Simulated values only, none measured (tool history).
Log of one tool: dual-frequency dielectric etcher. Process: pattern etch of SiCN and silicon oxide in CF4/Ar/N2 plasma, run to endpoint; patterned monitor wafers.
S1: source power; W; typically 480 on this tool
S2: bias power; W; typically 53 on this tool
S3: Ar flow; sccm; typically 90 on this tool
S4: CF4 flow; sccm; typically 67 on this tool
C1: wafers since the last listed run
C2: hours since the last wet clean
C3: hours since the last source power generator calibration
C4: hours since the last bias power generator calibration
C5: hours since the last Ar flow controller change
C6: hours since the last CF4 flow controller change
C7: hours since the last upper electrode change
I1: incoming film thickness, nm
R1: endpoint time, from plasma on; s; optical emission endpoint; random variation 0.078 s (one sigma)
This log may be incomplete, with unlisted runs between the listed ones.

Run 1, hour 0: usual settings; C1 0; C2 130.6; C3 1663.4; C4 3090.3; C5 1211.9; C6 2202; C7 1844.7; I1 13.77. Result: R1 16.3 s.
Run 2, hour 102.7: usual settings; C1 1768; C2 233.3; C3 1766.1; C4 3193; C5 1314.6; C6 2304.7; C7 1947.4; I1 13.68. Result: R1 16.2 s.
Run 3, hour 170.4: usual settings; C1 1165; C2 301; C3 1833.8; C4 3260.7; C5 1382.3; C6 2372.4; C7 2015.1; I1 13.85. Result: R1 16.6 s.
At hour 202.4: wet clean of the chamber.
Run 4, hour 219.4: usual settings; C1 430; C2 17; C3 1882.8; C4 3309.7; C5 1431.3; C6 2421.4; C7 2064.1; I1 13.69. Result: R1 16.3 s.
Run 5, hour 296.6: usual settings; C1 1329; C2 94.2; C3 1960; C4 3386.9; C5 1508.5; C6 2498.6; C7 2141.3; I1 13.65. Result: R1 16.2 s.
Run 6, hour 403.7: usual settings; C1 1844; C2 201.3; C3 2067.1; C4 3494; C5 1615.6; C6 2605.7; C7 2248.4; I1 13.6. Result: R1 16.3 s.
Run 7, hour 503.2: usual settings; C1 1713; C2 300.8; C3 2166.6; C4 3593.5; C5 1715.1; C6 2705.2; C7 2347.9; I1 13.68. Result: R1 16.3 s.
At hour 522.1: source power generator calibrated.
At hour 549.9: wet clean of the chamber.
Run 8, hour 601.5: usual settings; C1 1210; C2 51.6; C3 79.4; C4 3691.8; C5 1813.4; C6 2803.5; C7 2446.2; I1 13.7. Result: R1 16.3 s.
Run 9, hour 644.5: usual settings but S3 109 sccm, S4 59 sccm; C1 740; C2 94.6; C3 122.4; C4 3734.8; C5 1856.4; C6 2846.5; C7 2489.2; I1 13.63. Result: R1 17.5 s.
At hour 709.1: CF4 flow controller replaced.
Run 10, hour 751.2: usual settings; C1 1734; C2 201.3; C3 229.1; C4 3841.5; C5 1963.1; C6 42.1; C7 2595.9; I1 13.57. Result: R1 16.2 s.

Estimate the outcome of run 11 from the log above:
Run 11, hour 805.9: usual settings; C1 942; C2 256; C3 283.8; C4 3896.2; C5 2017.8; C6 96.8; C7 2650.6; I1 13.68. Result: R1 ?.

{"run 11": {"R1": 16.3}}
If the tool had no hidden condition, the same run with the same run-to-run variation would have returned R1 16.3 s.
